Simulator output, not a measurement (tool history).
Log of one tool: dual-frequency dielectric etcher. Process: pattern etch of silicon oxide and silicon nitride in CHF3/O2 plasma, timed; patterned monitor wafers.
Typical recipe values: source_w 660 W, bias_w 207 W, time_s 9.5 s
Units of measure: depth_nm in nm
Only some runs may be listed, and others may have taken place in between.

run   hour  source_w  bias_w  time_s  wafers since the last listed run  hours since the last wet clean  hours since the last source power generator calibration  hours since the last bias power generator calibration  hours since the last upper electrode change  hours since the gauge calibration  read-back reference wafer on the same gauge, depth_nm  depth_nm
  1      0       660     207     9.5                                 0                           417.3                                                     4598                                                 2108.8                                       3556.2                               21.6                                                   12.6     14.49
  2   16.3       660     186     9.5                               353                           433.6                                                   4614.3                                                 2125.1                                       3572.5                               37.9                                                  12.59     14.17
  3   29.1       660     207     9.5                               277                           446.4                                                   4627.1                                                 2137.9                                       3585.3                               50.7                                                   12.6     14.53
  4     39       660     207     8.5                               214                           456.3                                                     4637                                                 2147.8                                       3595.2                               60.6                                                  12.61      13.1
  5   56.2       660     207     8.5                               372                           473.5                                                   4654.2                                                   2165                                       3612.4                               77.8                                                   12.6     13.08
  6   70.9       660     207     8.5                               318                           488.2                                                   4668.9                                                 2179.7                                       3627.1                               92.5                                                  12.59     13.08
  7   86.6       660     207     9.5                               340                           503.9                                                   4684.6                                                 2195.4                                       3642.8                              108.2                                                  12.59     14.61
  8  103.1       660     207     9.5                               357                           520.4                                                   4701.1                                                 2211.9                                       3659.3                              124.7                                                  12.59     14.69
     113.7  -- source power generator calibrated
     128.5  -- wet clean of the chamber
  9    129       660     207     9.5                               152                             0.5                                                     15.3                                                 2237.8                                       3685.2                              150.6                                                   12.6     13.82
 10  129.4       660     207     9.5                                 8                             0.9                                                     15.7                                                 2238.2                                       3685.6                                151                                                  12.59     13.76
 11    136       580     207     8.5                               143                             7.5                                                     22.3                                                 2244.8                                       3692.2                              157.6                                                   12.6     11.82
       146  -- bias power generator calibrated
 12  146.5       660     207     9.5                               140                              18                                                     32.8                                                    0.5                                       3702.7                              168.1                                                  12.61     13.83
 13  153.4       660     207     9.5                               149                            24.9                                                     39.7                                                    7.4                                       3709.6                                175                                                   12.6     13.93
     181.4  -- upper electrode replaced
 14  181.9       660     207     9.5                                97                            53.4                                                     68.2                                                   35.9                                          0.5                              203.5                                                   12.6     13.77
 15  182.2       660     163     9.5                                 6                            53.7                                                     68.5                                                   36.2                                          0.8                              203.8                                                   12.6        13
 16  182.9       660     207     9.5                                15                            54.4                                                     69.2                                                   36.9                                          1.5                              204.5                                                   12.6     13.91
     184.3  -- gauge calibrated
 17    189       720     231     6.5                               132                            60.5                                                     75.3                                                     43                                          7.6                                4.7                                                   12.6     10.11
 18  202.5       660     207     9.5                               292                              74                                                     88.8                                                   56.5                                         21.1                               18.2                                                  12.61     13.92
 19  209.3       660     180     9.5                               147                            80.8                                                     95.6                                                   63.3                                         27.9                                 25                                                  12.59     13.42
 20  219.6       760     207     9.5                               223                            91.1                                                    105.9                                                   73.6                                         38.2                               35.3                                                  12.59     14.64
 21  227.2       660     229       8                               164                            98.7                                                    113.5                                                   81.2                                         45.8                               42.9                                                   12.6     12.06
 22  237.3       560     183    11.5                               218                           108.8                                                    123.6                                                   91.3                                         55.9                                 53                                                   12.6     15.43
 23  257.5       660     256       7                               437                             129                                                    143.8                                                  111.5                                         76.1                               73.2                                                  12.59     10.99
 24  273.8       550     243     6.5                               353                           145.3                                                    160.1                                                  127.8                                         92.4                               89.5                                                  12.59       9.4
 25  282.5       620     207    11.5                               188                             154                                                    168.8                                                  136.5                                        101.1                               98.2                                                  12.61     16.69
 26  294.8       790     241     9.5                               266                           166.3                                                    181.1                                                  148.8                                        113.4                              110.5                                                   12.6     15.63

Branching from run 26: 4 alternative next runs. What would each branch give?
  A  295.2       660     231     9.5                                 8                           166.7                                                    181.5                                                  149.2                                        113.8                              110.9                                                      ?         ?
  B  295.2       720     223      12                                 8                           166.7                                                    181.5                                                  149.2                                        113.8                              110.9                                                      ?         ?
  C  295.2       770     207    10.5                                 8                           166.7                                                    181.5                                                  149.2                                        113.8                              110.9                                                      ?         ?
  D  295.2       660     207     6.5                                 8                           166.7                                                    181.5                                                  149.2                                        113.8                              110.9                                                      ?         ?

run  read-back reference wafer on the same gauge, depth_nm  depth_nm
  A                                                   12.6     14.52
  B                                                   12.6     18.72
  C                                                   12.6     16.44
  D                                                   12.6      9.64
What these runs would have given with no unlogged condition in the tool:
run  depth_nm
  A     14.35
  B      18.5
  C     16.25
  D      9.53
